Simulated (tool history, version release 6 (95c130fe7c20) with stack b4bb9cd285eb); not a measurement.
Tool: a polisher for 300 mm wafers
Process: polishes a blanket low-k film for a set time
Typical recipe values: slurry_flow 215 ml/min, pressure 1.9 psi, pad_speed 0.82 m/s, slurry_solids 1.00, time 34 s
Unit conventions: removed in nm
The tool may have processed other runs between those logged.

run   hour  slurry_flow  pressure  pad_speed  slurry_solids  time  incoming thickness of the incoming film, nm  removed
  1    0.0          215       1.9       0.82           1.00    34                                        517.6     11.8
  2   17.5          215       1.9       0.82           0.80    34                                        511.3     10.5
  3   36.7          215       1.9       0.82           0.80    34                                        528.5     10.5
  4   55.3          215       1.3       0.82           1.00    29                                        525.4      6.8
  5   77.9          280       1.9       1.04           1.00    34                                        520.8     13.7
  6   98.6          215       1.9       0.56           1.00    34                                        527.5      9.7
  7  131.6          250       2.3       0.82           1.25    34                                        516.4     15.7
  8  160.9          215       1.5       0.68           1.00    41                                        516.4     10.2
  9  193.7          215       1.9       0.62           1.00    46                                        527.4     14.0
 10  301.2          215       1.9       0.74           0.80    34                                        525.3      9.6
 11  319.5          250       2.3       0.82           1.25    34                                        511.6     15.7
 12  340.5          185       1.9       0.72           1.25    34                                        523.5     11.8
 13  365.2          270       1.3       1.02           1.00    24                                        524.1      6.4
 14  382.0          285       1.9       0.82           0.75    34                                        515.7      9.9
 15  394.6          215       1.9       0.82           1.00    34                                        515.5     11.3
 16  425.5          215       2.4       0.94           1.10    29                                        524.9     14.3
 17  439.9          215       1.7       0.82           1.00    34                                        516.9     10.8
 18  462.9          215       1.5       0.82           1.00    44                                        518.3     11.9
 19  482.8          215       1.5       0.82           1.00    44                                        516.8     12.0
 20  496.2          215       1.9       0.82           0.85    37                                        516.6     11.4
 21  513.7          145       1.9       0.94           1.00    42                                        524.3     14.6
 22  533.7          215       1.9       0.82           1.00    29                                        526.1      9.8
 23  551.6          215       2.4       0.82           1.00    30                                        512.5     13.0
 24  574.8          290       1.9       0.56           0.90    24                                        518.6      6.5
 25  597.3          215       1.9       0.82           1.00    34                                        520.6     11.3
 26  632.1          215       1.9       0.82           1.00    34                                        518.8     11.4

Withheld: 8 entries from between the runs. Position of each, and hidden state at the listed run before versus the listed run after:
Between runs 2 and 3: slurry nozzle cleaned (hour 30.2)
  abrasive missing from the slurry, %: 2.9 -> 3.6
  difference, measured minus the result without the unlogged condition, removed: -0.2 -> -0.2 nm
Between runs 7 and 8: slurry blender recalibrated (hour 153.4)
  abrasive missing from the slurry, %: 7.04 -> 1.01
  difference, measured minus the result without the unlogged condition, removed: -0.5 -> -0.1 nm
Between runs 8 and 9: conditioning disc replaced and pad reconditioned (hour 174.8); worn pad replaced by a new one (hour 191.7)
  abrasive missing from the slurry, %: 1.01 -> 2.2
  difference, measured minus the result without the unlogged condition, removed: -0.1 -> -0.2 nm
Between runs 14 and 15: conditioning disc replaced and pad reconditioned (hour 384.1)
  abrasive missing from the slurry, %: 9.03 -> 9.49
  difference, measured minus the result without the unlogged condition, removed: -0.5 -> -0.6 nm
Between runs 15 and 16: worn pad replaced by a new one (hour 411.6); slurry blender recalibrated (hour 420.7)
  abrasive missing from the slurry, %: 9.49 -> 2.19
  difference, measured minus the result without the unlogged condition, removed: -0.6 -> -0.1 nm
Between runs 24 and 25: conditioning disc replaced and pad reconditioned (hour 593.2)
  abrasive missing from the slurry, %: 7.61 -> 8.43
  difference, measured minus the result without the unlogged condition, removed: -0.3 -> -0.5 nm

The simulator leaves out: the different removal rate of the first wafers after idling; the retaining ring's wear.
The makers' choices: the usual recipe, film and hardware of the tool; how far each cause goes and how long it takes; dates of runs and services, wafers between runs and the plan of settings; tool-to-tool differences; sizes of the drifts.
